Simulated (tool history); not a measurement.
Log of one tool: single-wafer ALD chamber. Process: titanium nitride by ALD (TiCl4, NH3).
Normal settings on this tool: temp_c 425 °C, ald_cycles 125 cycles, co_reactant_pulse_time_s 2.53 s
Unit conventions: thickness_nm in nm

run	hour	temp_c	ald_cycles	co_reactant_pulse_time_s	wafers since the last listed run	hours since the last thermocouple change	hours since the showerhead was replaced	hours since the gauge calibration	read-back reference wafer on the same gauge, thickness_nm	thickness_nm
1	0.0	425	125	2.53	0	2129.0	4788.6	377.5	3.250	2.754
2	60.6	435	125	2.77	85	2189.6	4849.2	438.1	3.248	2.763
3	134.4	435	125	2.77	103	2263.4	4923.0	511.9	3.244	2.747
4	220.9	435	125	2.77	121	2349.9	5009.5	598.4	3.242	2.757
5	327.9	425	125	2.53	150	2456.9	5116.5	705.4	3.239	2.744
# hour 347.0: thermocouple changed; heater temperature recalibrated
6	426.6	425	125	2.53	127	79.6	5215.2	804.1	3.235	2.753
# hour 510.3: gauge calibrated
7	521.0	425	125	2.53	132	174.0	5309.6	10.7	3.289	2.787
8	583.2	425	125	2.53	87	236.2	5371.8	72.9	3.276	2.789
9	639.7	413	145	2.26	79	292.7	5428.3	129.4	3.270	3.198
# hour 650.7: showerhead replaced
10	678.1	411	104	2.53	42	331.1	27.4	167.8	3.266	2.292
11	750.7	435	125	2.77	102	403.7	100.0	240.4	3.258	2.768
12	853.5	425	125	2.53	144	506.5	202.8	343.2	3.252	2.756
13	891.7	417	125	1.77	53	544.7	241.0	381.4	3.248	2.692
14	959.5	425	134	2.53	95	612.5	308.8	449.2	3.245	2.956

For run 15, what comes out?
15	1006.7	425	125	3.54	66	659.7	356.0	496.4	?	?

{"run 15": {"read-back reference wafer on the same gauge, thickness_nm": 3.241, "thickness_nm": 2.781}}
Take away the tool's hidden state, keep the run-to-run variation as it was, and the same run would have given thickness_nm 2.822 nm.

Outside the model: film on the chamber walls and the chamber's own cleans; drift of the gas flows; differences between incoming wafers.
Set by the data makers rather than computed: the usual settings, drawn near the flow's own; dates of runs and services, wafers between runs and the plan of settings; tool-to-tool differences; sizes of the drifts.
